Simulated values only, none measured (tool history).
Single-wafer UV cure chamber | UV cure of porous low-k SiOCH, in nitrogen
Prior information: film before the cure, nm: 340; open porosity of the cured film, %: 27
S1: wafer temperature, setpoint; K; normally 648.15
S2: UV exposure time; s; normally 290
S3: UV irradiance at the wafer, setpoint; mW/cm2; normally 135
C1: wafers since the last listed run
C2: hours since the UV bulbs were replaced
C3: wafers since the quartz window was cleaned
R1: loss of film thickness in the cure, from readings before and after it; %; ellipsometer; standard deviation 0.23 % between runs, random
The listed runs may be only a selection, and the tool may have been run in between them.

Run 1, hour 0.0: usual settings; C1 0; C2 718.3; C3 226. Result: R1 16.244 %.
Run 2, hour 91.8: usual settings but S2 395 s; C1 318; C2 810.1; C3 545. Result: R1 18.090 %.
Run 3, hour 196.7: usual settings but S2 395 s; C1 364; C2 915.0; C3 910. Result: R1 17.974 %.
Run 4, hour 300.0: usual settings but S1 636.15 K; C1 358; C2 1018.3; C3 1268. Result: R1 15.771 %.
At hour 331.4: quartz window cleaned.
Run 5, hour 389.5: usual settings but S1 636.15 K; C1 283; C2 1107.8; C3 201. Result: R1 15.753 %.
Run 6, hour 458.0: usual settings but S2 160 s; C1 238; C2 1176.3; C3 439. Result: R1 12.873 %.
Run 7, hour 544.4: usual settings but S2 160 s; C1 300; C2 1262.7; C3 740. Result: R1 12.447 %.
Run 8, hour 652.4: usual settings but S2 160 s; C1 375; C2 1370.7; C3 1115. Result: R1 12.754 %.
Run 9, hour 691.0: usual settings but S2 190 s; C1 134; C2 1409.3; C3 1249. Result: R1 13.383 %.
Run 10, hour 736.5: usual settings but S2 190 s; C1 158; C2 1454.8; C3 1407. Result: R1 13.576 %.
At hour 813.9: quartz window cleaned.
Run 11, hour 822.3: usual settings; C1 270; C2 1540.6; C3 29. Result: R1 17.282 %.
Run 12, hour 872.8: usual settings but S2 385 s; C1 175; C2 1591.1; C3 204. Result: R1 18.166 %.
Run 13, hour 957.7: usual settings but S1 642.15 K, S2 415 s; C1 295; C2 1676.0; C3 499. Result: R1 17.922 %.
Run 14, hour 1000.4: usual settings but S1 636.15 K, S3 102 mW/cm2; C1 148; C2 1718.7; C3 648. Result: R1 14.222 %.
At hour 1060.8: UV bulbs replaced.
Run 15, hour 1094.6: usual settings but S2 200 s, S3 104 mW/cm2; C1 299; C2 33.8; C3 947. Result: R1 12.571 %.
Run 16, hour 1153.8: usual settings but S2 160 s; C1 205; C2 93.0; C3 1153. Result: R1 12.519 %.
Run 17, hour 1197.1: usual settings; C1 150; C2 136.3; C3 1303. Result: R1 15.380 %.
Run 18, hour 1262.9: usual settings but S2 165 s; C1 228; C2 202.1; C3 1532. Result: R1 12.759 %.
At hour 1278.5: quartz window cleaned.
Run 19, hour 1327.6: usual settings but S1 638.15 K; C1 197; C2 266.8; C3 170. Result: R1 16.426 %.
Run 20, hour 1422.2: usual settings but S1 668.15 K, S3 160 mW/cm2; C1 328; C2 361.4; C3 499. Result: R1 17.244 %.
Run 21, hour 1488.4: usual settings but S2 160 s; C1 230; C2 427.6; C3 729. Result: R1 12.740 %.
Run 22, hour 1528.6: usual settings; C1 139; C2 467.8; C3 869. Result: R1 15.822 %.
Run 23, hour 1617.6: usual settings but S2 385 s, S3 157 mW/cm2; C1 309; C2 556.8; C3 1178. Result: R1 18.078 %.

Each row is a separate what-if for the run after 23, all from the same tool condition, not one after another. Results?
Run A, hour 1618.1: usual settings; C1 1; C2 557.3; C3 1180. Result: R1 ?.
Run B, hour 1618.1: usual settings but S1 634.15 K, S2 230 s; C1 1; C2 557.3; C3 1180. Result: R1 ?.
Run C, hour 1618.1: usual settings but S1 632.15 K, S2 345 s, S3 96 mW/cm2; C1 1; C2 557.3; C3 1180. Result: R1 ?.
Run D, hour 1618.1: usual settings but S3 106 mW/cm2; C1 1; C2 557.3; C3 1180. Result: R1 ?.

run      R1
  A  15.583
  B  13.988
  C  14.291
  D  14.255
Stripped of hidden state, with their random variation kept, the same runs would have yielded:
run      R1
  A  16.966
  B  15.337
  C  15.647
  D  15.610

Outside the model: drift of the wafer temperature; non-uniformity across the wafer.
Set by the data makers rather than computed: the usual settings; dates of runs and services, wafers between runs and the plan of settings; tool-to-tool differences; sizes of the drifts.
